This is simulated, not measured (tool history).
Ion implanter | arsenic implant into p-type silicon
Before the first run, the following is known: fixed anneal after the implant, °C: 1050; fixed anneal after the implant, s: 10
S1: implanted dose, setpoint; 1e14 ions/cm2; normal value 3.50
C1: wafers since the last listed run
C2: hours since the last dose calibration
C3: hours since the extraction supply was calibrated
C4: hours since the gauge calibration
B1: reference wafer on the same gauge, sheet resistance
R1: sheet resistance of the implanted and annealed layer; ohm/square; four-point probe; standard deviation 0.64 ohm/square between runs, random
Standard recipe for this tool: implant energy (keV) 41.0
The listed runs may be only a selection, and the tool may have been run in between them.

{"run": 1, "hour": 0.0, "S1": 3.5, "implant energy (keV)": 30.0, "C1": 0, "C2": 1284.4, "C3": 5918.0, "C4": 575.7, "B1": 208.86, "R1": 246.82}
{"run": 2, "hour": 13.6, "S1": 2.74, "implant energy (keV)": 41.0, "C1": 225, "C2": 1298.0, "C3": 5931.6, "C4": 589.3, "B1": 208.95, "R1": 282.97}
{"run": 3, "hour": 26.4, "S1": 3.5, "implant energy (keV)": 41.0, "C1": 212, "C2": 1310.8, "C3": 5944.4, "C4": 602.1, "B1": 209.1, "R1": 234.66}
{"run": 4, "hour": 39.2, "S1": 4.1, "implant energy (keV)": 41.0, "C1": 212, "C2": 1323.6, "C3": 5957.2, "C4": 614.9, "B1": 208.96, "R1": 208.96}
{"run": 5, "hour": 48.6, "S1": 4.1, "implant energy (keV)": 41.0, "C1": 155, "C2": 1333.0, "C3": 5966.6, "C4": 624.3, "B1": 208.77, "R1": 208.25}
{"run": 6, "hour": 66.2, "S1": 3.5, "implant energy (keV)": 41.0, "C1": 291, "C2": 1350.6, "C3": 5984.2, "C4": 641.9, "B1": 209.02, "R1": 235.25}
{"run": 7, "hour": 76.5, "S1": 3.5, "implant energy (keV)": 41.0, "C1": 170, "C2": 1360.9, "C3": 5994.5, "C4": 652.2, "B1": 208.89, "R1": 236.12}
{"run": 8, "hour": 93.3, "S1": 3.5, "implant energy (keV)": 41.0, "C1": 278, "C2": 1377.7, "C3": 6011.3, "C4": 669.0, "B1": 208.87, "R1": 234.84}
{"run": 9, "hour": 108.5, "S1": 2.83, "implant energy (keV)": 37.5, "C1": 252, "C2": 1392.9, "C3": 6026.5, "C4": 684.2, "B1": 209.02, "R1": 281.19}
{"run": 10, "hour": 115.0, "S1": 4.22, "implant energy (keV)": 49.0, "C1": 107, "C2": 1399.4, "C3": 6033.0, "C4": 690.7, "B1": 208.86, "R1": 199.48}
{"run": 11, "hour": 122.9, "S1": 4.22, "implant energy (keV)": 49.0, "C1": 131, "C2": 1407.3, "C3": 6040.9, "C4": 698.6, "B1": 208.83, "R1": 199.34}
{"run": 12, "hour": 130.5, "S1": 4.22, "implant energy (keV)": 49.0, "C1": 126, "C2": 1414.9, "C3": 6048.5, "C4": 706.2, "B1": 209.04, "R1": 198.47}
{"hour": 130.7, "done": "gauge calibrated"}
{"run": 13, "hour": 141.2, "S1": 2.72, "implant energy (keV)": 41.0, "C1": 177, "C2": 1425.6, "C3": 6059.2, "C4": 10.5, "B1": 208.94, "R1": 284.78}
{"run": 14, "hour": 150.7, "S1": 2.72, "implant energy (keV)": 41.0, "C1": 157, "C2": 1435.1, "C3": 6068.7, "C4": 20.0, "B1": 208.8, "R1": 285.31}
{"run": 15, "hour": 157.0, "S1": 2.6, "implant energy (keV)": 50.0, "C1": 104, "C2": 1441.4, "C3": 6075.0, "C4": 26.3, "B1": 209.23, "R1": 286.27}
{"run": 16, "hour": 168.0, "S1": 2.6, "implant energy (keV)": 54.0, "C1": 182, "C2": 1452.4, "C3": 6086.0, "C4": 37.3, "B1": 209.05, "R1": 281.57}
{"hour": 187.6, "done": "Faraday cup replaced and dose calibrated"}
{"run": 17, "hour": 188.1, "S1": 3.5, "implant energy (keV)": 41.0, "C1": 200, "C2": 0.5, "C3": 6106.1, "C4": 57.4, "B1": 208.85, "R1": 243.01}
{"run": 18, "hour": 192.3, "S1": 3.85, "implant energy (keV)": 37.5, "C1": 69, "C2": 4.7, "C3": 6110.3, "C4": 61.6, "B1": 209.09, "R1": 228.03}
{"run": 19, "hour": 200.9, "S1": 4.5, "implant energy (keV)": 50.5, "C1": 142, "C2": 13.3, "C3": 6118.9, "C4": 70.2, "B1": 208.99, "R1": 194.36}
{"run": 20, "hour": 214.1, "S1": 4.1, "implant energy (keV)": 41.0, "C1": 218, "C2": 26.5, "C3": 6132.1, "C4": 83.4, "B1": 209.08, "R1": 215.31}
{"run": 21, "hour": 231.4, "S1": 2.55, "implant energy (keV)": 51.5, "C1": 286, "C2": 43.8, "C3": 6149.4, "C4": 100.7, "B1": 208.99, "R1": 297.1}
{"run": 22, "hour": 239.4, "S1": 3.5, "implant energy (keV)": 52.0, "C1": 132, "C2": 51.8, "C3": 6157.4, "C4": 108.7, "B1": 208.9, "R1": 234.84}
{"run": 23, "hour": 254.1, "S1": 2.99, "implant energy (keV)": 32.5, "C1": 243, "C2": 66.5, "C3": 6172.1, "C4": 123.4, "B1": 208.97, "R1": 281.68}
{"run": 24, "hour": 292.7, "S1": 2.98, "implant energy (keV)": 30.5, "C1": 640, "C2": 105.1, "C3": 6210.7, "C4": 162.0, "B1": 208.96, "R1": 284.51}
{"run": 25, "hour": 300.6, "S1": 4.19, "implant energy (keV)": 53.0, "C1": 131, "C2": 113.0, "C3": 6218.6, "C4": 169.9, "B1": 208.94, "R1": 202.76}
{"run": 26, "hour": 316.9, "S1": 3.5, "implant energy (keV)": 41.0, "C1": 270, "C2": 129.3, "C3": 6234.9, "C4": 186.2, "B1": 209.25, "R1": 242.07}
{"hour": 326.0, "done": "extraction supply calibrated"}
{"run": 27, "hour": 326.5, "S1": 3.5, "implant energy (keV)": 47.5, "C1": 26, "C2": 138.9, "C3": 0.5, "C4": 195.8, "B1": 208.87, "R1": 235.88}
{"run": 28, "hour": 333.0, "S1": 3.5, "implant energy (keV)": 41.0, "C1": 107, "C2": 145.4, "C3": 7.0, "C4": 202.3, "B1": 209.27, "R1": 238.87}
{"run": 29, "hour": 350.1, "S1": 3.5, "implant energy (keV)": 50.0, "C1": 283, "C2": 162.5, "C3": 24.1, "C4": 219.4, "B1": 208.88, "R1": 234.16}
{"run": 30, "hour": 359.7, "S1": 3.5, "implant energy (keV)": 41.0, "C1": 159, "C2": 172.1, "C3": 33.7, "C4": 229.0, "B1": 209.07, "R1": 239.16}
{"run": 31, "hour": 368.5, "S1": 3.02, "implant energy (keV)": 51.0, "C1": 145, "C2": 180.9, "C3": 42.5, "C4": 237.8, "B1": 209.13, "R1": 260.55}
{"run": 32, "hour": 381.9, "S1": 3.5, "implant energy (keV)": 41.0, "C1": 222, "C2": 194.3, "C3": 55.9, "C4": 251.2, "B1": 209.27, "R1": 240.29}
{"run": 33, "hour": 392.5, "S1": 3.89, "implant energy (keV)": 28.0, "C1": 175, "C2": 204.9, "C3": 66.5, "C4": 261.8, "B1": 208.84, "R1": 233.55}
{"run": 34, "hour": 407.3, "S1": 3.82, "implant energy (keV)": 35.5, "C1": 245, "C2": 219.7, "C3": 81.3, "C4": 276.6, "B1": 209.12, "R1": 228.38}
{"run": 35, "hour": 420.7, "S1": 3.5, "implant energy (keV)": 48.5, "C1": 222, "C2": 233.1, "C3": 94.7, "C4": 290.0, "B1": 209.04, "R1": 234.33}
{"run": 36, "hour": 438.6, "S1": 4.42, "implant energy (keV)": 37.0, "C1": 296, "C2": 251.0, "C3": 112.6, "C4": 307.9, "B1": 209.29, "R1": 202.6}

A few steps of R1 between consecutive runs. Split each: what settings, incoming material and random variation would produce without the hidden state, and what is left over for the hidden state, along with gauge scatter present in only one of the two compared results (measured, and without hidden state):
Hidden conditions of the tool in this case: deviation of the true dose from the Faraday cup's reading, %; deviation of the true energy from its setpoint, %; gauge reads high (%).
Run 9 -> 10: S1 2.83 -> 4.22, implant energy (keV) 37.5 -> 49.0. R1 -81.71 ohm/square: hidden state +2.34, all else -84.05.
Run 12 -> 13: S1 4.22 -> 2.72, implant energy (keV) 49.0 -> 41.0, gauge calibrated. R1 +86.31 ohm/square: hidden state -2.46, all else +88.77.
Run 16 -> 17: S1 2.60 -> 3.50, implant energy (keV) 54.0 -> 41.0, Faraday cup replaced and dose calibrated. R1 -38.56 ohm/square: hidden state +8.34, all else -46.90.
Run 20 -> 21: S1 4.10 -> 2.55, implant energy (keV) 41.0 -> 51.5. R1 +81.79 ohm/square: hidden state -0.50, all else +82.29.
Run 24 -> 25: S1 2.98 -> 4.19, implant energy (keV) 30.5 -> 53.0. R1 -81.75 ohm/square: hidden state +0.50, all else -82.25.
